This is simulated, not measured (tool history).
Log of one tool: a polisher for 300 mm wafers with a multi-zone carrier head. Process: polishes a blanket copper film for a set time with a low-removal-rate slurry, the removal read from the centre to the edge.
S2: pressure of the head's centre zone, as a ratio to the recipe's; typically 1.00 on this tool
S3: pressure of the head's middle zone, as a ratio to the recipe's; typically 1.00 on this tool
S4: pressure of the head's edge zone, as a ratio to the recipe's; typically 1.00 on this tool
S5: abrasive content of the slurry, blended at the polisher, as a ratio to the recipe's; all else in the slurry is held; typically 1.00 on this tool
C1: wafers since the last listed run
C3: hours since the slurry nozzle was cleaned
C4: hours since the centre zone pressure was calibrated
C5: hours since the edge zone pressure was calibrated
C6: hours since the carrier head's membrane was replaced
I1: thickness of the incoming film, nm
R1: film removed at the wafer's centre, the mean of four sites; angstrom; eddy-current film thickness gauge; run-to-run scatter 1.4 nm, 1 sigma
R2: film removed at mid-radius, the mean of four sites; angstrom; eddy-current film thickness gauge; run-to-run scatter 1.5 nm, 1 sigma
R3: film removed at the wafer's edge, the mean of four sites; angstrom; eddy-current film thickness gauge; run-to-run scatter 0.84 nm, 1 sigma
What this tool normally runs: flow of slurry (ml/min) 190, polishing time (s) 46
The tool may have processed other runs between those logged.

Run 1, day 0.000: usual settings; C1 0; wafers polished on this pad 2930; C3 424.9; C4 120.3; C5 75.1; C6 54.2; I1 1328.3. Result: R1 1044 angstrom, R2 1078 angstrom, R3 1094 angstrom.
Run 2, day 3.771: usual settings but flow of slurry (ml/min) 165, polishing time (s) 34; C1 675; wafers polished on this pad 3606; C3 515.4; C4 210.8; C5 165.6; C6 144.7; I1 1344.9. Result: R1 755 angstrom, R2 792 angstrom, R3 799 angstrom.
At day 11.875: worn pad replaced by a new one.
Run 3, day 12.121: usual settings but S4 0.91; C1 1465; wafers polished on this pad 43; C3 715.8; C4 411.2; C5 366.0; C6 345.1; I1 1323.3. Result: R1 989 angstrom, R2 1089 angstrom, R3 1041 angstrom.
Run 4, day 15.483: usual settings; C1 602; wafers polished on this pad 646; C3 796.5; C4 491.9; C5 446.7; C6 425.8; I1 1356.7. Result: R1 973 angstrom, R2 1062 angstrom, R3 1084 angstrom.
At day 17.133: slurry nozzle cleaned.
Run 5, day 18.321: usual settings but S4 0.91; C1 500; wafers polished on this pad 1146; C3 28.5; C4 560.0; C5 514.8; C6 493.9; I1 1351.4. Result: R1 946 angstrom, R2 1054 angstrom, R3 1043 angstrom.
At day 18.579: centre zone pressure recalibrated.
Run 6, day 21.950: usual settings but S3 0.95; C1 635; wafers polished on this pad 1781; C3 115.6; C4 80.9; C5 601.9; C6 581.0; I1 1358.6. Result: R1 1049 angstrom, R2 1033 angstrom, R3 1083 angstrom.
Run 7, day 24.538: usual settings; C1 463; wafers polished on this pad 2245; C3 177.7; C4 143.0; C5 664.0; C6 643.1; I1 1325.1. Result: R1 1039 angstrom, R2 1077 angstrom, R3 1073 angstrom.
Run 8, day 28.321: usual settings but S2 1.11, S4 1.05, polishing time (s) 51; C1 677; wafers polished on this pad 2922; C3 268.5; C4 233.8; C5 754.8; C6 733.9; I1 1349.1. Result: R1 1269 angstrom, R2 1178 angstrom, R3 1216 angstrom.
Run 9, day 29.825: usual settings but S2 0.90, S4 0.89; C1 269; wafers polished on this pad 3192; C3 304.6; C4 269.9; C5 790.9; C6 770.0; I1 1338.2. Result: R1 902 angstrom, R2 1075 angstrom, R3 1034 angstrom.
Run 10, day 33.250: usual settings but flow of slurry (ml/min) 155, S5 1.25; C1 613; wafers polished on this pad 3805; C3 386.8; C4 352.1; C5 873.1; C6 852.2; I1 1321.5. Result: R1 1017 angstrom, R2 1092 angstrom, R3 1106 angstrom.
At day 34.279: edge zone pressure recalibrated.
At day 34.333: worn pad replaced by a new one.
Run 11, day 35.050: usual settings; C1 298; wafers polished on this pad 128; C3 430.0; C4 395.3; C5 18.5; C6 895.4; I1 1343.2. Result: R1 991 angstrom, R2 1098 angstrom, R3 1088 angstrom.
Run 12, day 36.979: usual settings but flow of slurry (ml/min) 135, S2 0.94, S3 1.08, S5 1.25; C1 345; wafers polished on this pad 474; C3 476.3; C4 441.6; C5 64.8; C6 941.7; I1 1347.7. Result: R1 922 angstrom, R2 1133 angstrom, R3 1064 angstrom.
Run 13, day 38.746: usual settings but polishing time (s) 51; C1 316; wafers polished on this pad 790; C3 518.7; C4 484.0; C5 107.2; C6 984.1; I1 1328.4. Result: R1 1093 angstrom, R2 1208 angstrom, R3 1213 angstrom.
Run 14, day 40.908: usual settings but flow of slurry (ml/min) 240, S3 0.94, polishing time (s) 51; C1 387; wafers polished on this pad 1177; C3 570.6; C4 535.9; C5 159.1; C6 1036.0; I1 1315.6. Result: R1 1121 angstrom, R2 1189 angstrom, R3 1237 angstrom.
Run 15, day 44.150: usual settings but flow of slurry (ml/min) 230, S2 1.06, polishing time (s) 40; C1 580; wafers polished on this pad 1758; C3 648.4; C4 613.7; C5 236.9; C6 1113.8; I1 1356.0. Result: R1 887 angstrom, R2 951 angstrom, R3 966 angstrom.
At day 46.754: centre zone pressure recalibrated.
At day 47.996: slurry nozzle cleaned.
Run 16, day 48.038: usual settings but S2 1.06, S4 1.10; C1 673; wafers polished on this pad 2432; C3 1.0; C4 30.8; C5 330.2; C6 1207.1; I1 1343.7. Result: R1 1141 angstrom, R2 1083 angstrom, R3 1108 angstrom.
Run 17, day 52.271: usual settings but S4 0.95, S5 1.30; C1 758; wafers polished on this pad 3190; C3 102.6; C4 132.4; C5 431.8; C6 1308.7; I1 1327.2. Result: R1 1132 angstrom, R2 1127 angstrom, R3 1100 angstrom.
Run 18, day 54.929: usual settings but S2 1.07, S3 0.92; C1 476; wafers polished on this pad 3666; C3 166.4; C4 196.2; C5 495.6; C6 1372.5; I1 1332.1. Result: R1 1157 angstrom, R2 1004 angstrom, R3 1082 angstrom.
At day 56.579: worn pad replaced by a new one.
Run 19, day 56.775: usual settings but polishing time (s) 52; C1 300; wafers polished on this pad 35; C3 210.7; C4 240.5; C5 539.9; C6 1416.8; I1 1335.0. Result: R1 1221 angstrom, R2 1242 angstrom, R3 1222 angstrom.
Run 20, day 58.608: usual settings but flow of slurry (ml/min) 140, S3 0.97, S4 0.90, S5 0.70; C1 328; wafers polished on this pad 363; C3 254.7; C4 284.5; C5 583.9; C6 1460.8; I1 1338.3. Result: R1 939 angstrom, R2 932 angstrom, R3 941 angstrom.
Run 21, day 63.062: usual settings but S2 1.10; C1 797; wafers polished on this pad 1161; C3 361.6; C4 391.4; C5 690.8; C6 1567.7; I1 1364.3. Result: R1 1141 angstrom, R2 1090 angstrom, R3 1091 angstrom.

Hidden state at the last listed run before each entry between runs and at the first one after, where it differs:
Runs 2 to 3: worn pad replaced by a new one (day 11.875)
  deviation of the centre zone's pressure from its setpoint, %: -2.44 -> -6.29
  the result without the hidden state subtracted from the measured one, R1: -19 -> -67 angstrom
Runs 4 to 5: slurry nozzle cleaned (day 17.133)
  deviation of the centre zone's pressure from its setpoint, %: -8.53 -> -10.7
  the result without the hidden state subtracted from the measured one, R1: -91 -> -114 angstrom
Runs 5 to 6: centre zone pressure recalibrated (day 18.579)
  deviation of the centre zone's pressure from its setpoint, %: -10.7 -> -0.606
  the result without the hidden state subtracted from the measured one, R1: -114 -> -6 angstrom
Runs 10 to 11: edge zone pressure recalibrated (day 34.279); worn pad replaced by a new one (day 34.333)
  deviation of the centre zone's pressure from its setpoint, %: -4.23 -> -5.22
  the result without the hidden state subtracted from the measured one, R1: -45 -> -55 angstrom
Runs 15 to 16: centre zone pressure recalibrated (day 46.754); slurry nozzle cleaned (day 47.996)
  deviation of the centre zone's pressure from its setpoint, %: -12 -> 1.54
  the result without the hidden state subtracted from the measured one, R1: -122 -> +17 angstrom
Runs 18 to 19: worn pad replaced by a new one (day 56.579)
  deviation of the centre zone's pressure from its setpoint, %: 0.38 -> -0.216
  the result without the hidden state subtracted from the measured one, R1: +5 -> -2 angstrom
